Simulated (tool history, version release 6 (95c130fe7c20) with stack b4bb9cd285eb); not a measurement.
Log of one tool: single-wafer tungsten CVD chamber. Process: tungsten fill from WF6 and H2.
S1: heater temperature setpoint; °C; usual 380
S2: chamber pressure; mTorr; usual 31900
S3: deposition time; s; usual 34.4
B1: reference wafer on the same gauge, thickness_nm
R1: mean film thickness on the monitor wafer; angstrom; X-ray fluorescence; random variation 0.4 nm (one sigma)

run    hour   S1     S2    S3      B1      R1
  1     0.0  380  31900  34.4  83.361  700.31
  2    26.6  380  31900  34.4  83.258  706.89
  3    74.8  380  29800  34.4  83.393  691.17
  4   129.4  380  29800  34.4  83.452  689.31
  5   330.5  380  29800  34.4  83.332  701.52
  6   367.8  380  31900  34.4  83.281  712.81
  7   435.3  380  31900  34.4  83.277  713.66
  8   479.2  380  31900  34.4  83.368  705.31
  9   515.3  380  31900  34.4  83.461  709.31
 10   575.7  380  31900  34.4  83.374  709.98
 11   617.1  392  29700  34.4  83.159  858.40
 12   647.5  380  31900  34.4  83.176  704.17
 13   698.6  380  31900  34.4  83.453  717.49
 14   764.9  380  31900  34.4  83.393  702.25
 15   802.0  380  31900  30.7  83.449  634.99
 16   845.9  380  31900  34.4  83.253  711.21
 17   873.1  366  36700  34.4  83.314  571.66
      924.9  -- gauge calibrated
      925.4  -- capacitance manometer re-zeroed and calibrated
 18   937.8  372  36800  40.4  83.372  749.61
 19   975.4  380  39100  34.4  83.304  750.24
      996.3  -- showerhead replaced
 20  1043.5  380  31900  28.6  83.279  585.52
 21  1235.6  380  31900  34.4  83.455  710.29
     1302.9  -- thermocouple changed; heater temperature recalibrated
 22  1446.1  380  31900  34.4  83.353  708.65
 23  1474.2  366  35500  34.4  83.297  565.24
 24  1546.4  372  28900  31.5  83.196  547.02

Run 25 comes next. What will it give?
 25  1612.3  385  39000  34.4   ?   ?

B1: 83.222
R1: 821.19 angstrom
Without the tool's hidden state the same run would have given R1 821.19 angstrom.
